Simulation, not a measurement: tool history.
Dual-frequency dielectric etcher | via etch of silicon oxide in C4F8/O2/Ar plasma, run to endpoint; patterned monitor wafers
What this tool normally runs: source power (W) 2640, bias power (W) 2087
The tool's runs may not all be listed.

| run | hour | source power (W) | bias power (W) | incoming incoming film thickness, nm | endpoint time (s) |
|---|---|---|---|---|---|
| 1 | 0 | 2640 | 2087 | 929.5 | 166.1 |
| 2 | 13.6 | 2640 | 2087 | 914.9 | 164.5 |
| 3 | 28.1 | 2640 | 2087 | 921.9 | 164.9 |
| 4 | 37.6 | 2640 | 2087 | 926.8 | 164.9 |
| 5 | 52.8 | 2640 | 2087 | 916.1 | 162.9 |
|  | 58 | bias power generator calibrated |
| 6 | 67.1 | 2640 | 2087 | 929.7 | 165 |
| 7 | 73.5 | 2640 | 2087 | 913.1 | 162.2 |
|  | 99.7 | upper electrode replaced, of another model than before |
|  | 114.2 | source power generator calibrated |
|  | 117.1 | wet clean of the chamber |
| 8 | 117.6 | 2640 | 2272 | 914.3 | 165.8 |
| 9 | 117.9 | 2290 | 2087 | 922 | 175.4 |
| 10 | 118.3 | 2830 | 2087 | 912.2 | 166 |
| 11 | 121 | 2640 | 2087 | 923.3 | 170.2 |
| 12 | 137.6 | 2640 | 1647 | 929.7 | 182 |
| 13 | 168.4 | 2640 | 1935 | 921 | 172.3 |
| 14 | 180.9 | 2640 | 2087 | 916.9 | 169.7 |
| 15 | 191.6 | 2880 | 2317 | 926.3 | 163.5 |

5 ways to go on from here, each from the tool as it stands after run 15. What would each give?
| A | 192.1 | 3180 | 2087 | 917.1 | ? |
| B | 192.1 | 2640 | 2240 | 917.1 | ? |
| C | 192.1 | 2460 | 2087 | 917.1 | ? |
| D | 192.1 | 1980 | 2398 | 917.1 | ? |
| E | 192.1 | 2950 | 2087 | 917.1 | ? |

| run | endpoint time (s) |
|---|---|
| A | 162.5 |
| B | 165.5 |
| C | 170.5 |
| D | 170.7 |
| E | 164.9 |
Stripped of hidden state, with their random variation kept, the same runs would have yielded:
| run | endpoint time (s) |
|---|---|
| A | 163.9 |
| B | 166.9 |
| C | 172 |
| D | 172.1 |
| E | 166.3 |
